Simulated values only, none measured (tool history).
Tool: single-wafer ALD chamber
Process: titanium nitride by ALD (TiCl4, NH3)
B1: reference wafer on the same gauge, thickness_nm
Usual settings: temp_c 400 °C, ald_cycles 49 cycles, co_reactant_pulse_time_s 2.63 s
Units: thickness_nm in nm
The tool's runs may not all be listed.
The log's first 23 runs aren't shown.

run 24 day=11.325 | temp_c=393 ald_cycles=40 co_reactant_pulse_time_s=2.99 | B1=1.172 | thickness_nm=0.966
run 25 day=12.021 | temp_c=387 ald_cycles=49 co_reactant_pulse_time_s=2.63 | B1=1.174 | thickness_nm=1.163
run 26 day=12.679 | temp_c=400 ald_cycles=49 co_reactant_pulse_time_s=3.31 | B1=1.175 | thickness_nm=1.196
-- day=12.896 gauge calibrated
run 27 day=13.017 | temp_c=411 ald_cycles=49 co_reactant_pulse_time_s=2.19 | B1=1.159 | thickness_nm=1.161
run 28 day=13.55 | temp_c=413 ald_cycles=49 co_reactant_pulse_time_s=3.54 | B1=1.16 | thickness_nm=1.184
run 29 day=14.067 | temp_c=400 ald_cycles=49 co_reactant_pulse_time_s=2.63 | B1=1.16 | thickness_nm=1.167
run 30 day=14.667 | temp_c=410 ald_cycles=57 co_reactant_pulse_time_s=2.07 | B1=1.162 | thickness_nm=1.348
run 31 day=15.379 | temp_c=409 ald_cycles=44 co_reactant_pulse_time_s=3.28 | B1=1.162 | thickness_nm=1.061
run 32 day=15.929 | temp_c=407 ald_cycles=58 co_reactant_pulse_time_s=3.23 | B1=1.163 | thickness_nm=1.399
run 33 day=16.417 | temp_c=400 ald_cycles=49 co_reactant_pulse_time_s=2.63 | B1=1.164 | thickness_nm=1.171
run 34 day=17.067 | temp_c=400 ald_cycles=49 co_reactant_pulse_time_s=2.63 | B1=1.164 | thickness_nm=1.17
run 35 day=17.562 | temp_c=386 ald_cycles=49 co_reactant_pulse_time_s=2.63 | B1=1.164 | thickness_nm=1.155

Forecast each of these 4 alternatives for the next run:
run A day=17.583 | temp_c=400 ald_cycles=49 co_reactant_pulse_time_s=2.63 | B1=? | thickness_nm=?
run B day=17.583 | temp_c=385 ald_cycles=59 co_reactant_pulse_time_s=1.58 | B1=? | thickness_nm=?
run C day=17.583 | temp_c=400 ald_cycles=56 co_reactant_pulse_time_s=1.59 | B1=? | thickness_nm=?
run D day=17.583 | temp_c=400 ald_cycles=41 co_reactant_pulse_time_s=2.63 | B1=? | thickness_nm=?

run=A B1=1.165 thickness_nm=1.173
run=B B1=1.165 thickness_nm=1.301
run=C B1=1.165 thickness_nm=1.273
run=D B1=1.165 thickness_nm=0.981
Without the tool's hidden state the same runs would have given:
run=A thickness_nm=1.168
run=B thickness_nm=1.296
run=C thickness_nm=1.268
run=D thickness_nm=0.978

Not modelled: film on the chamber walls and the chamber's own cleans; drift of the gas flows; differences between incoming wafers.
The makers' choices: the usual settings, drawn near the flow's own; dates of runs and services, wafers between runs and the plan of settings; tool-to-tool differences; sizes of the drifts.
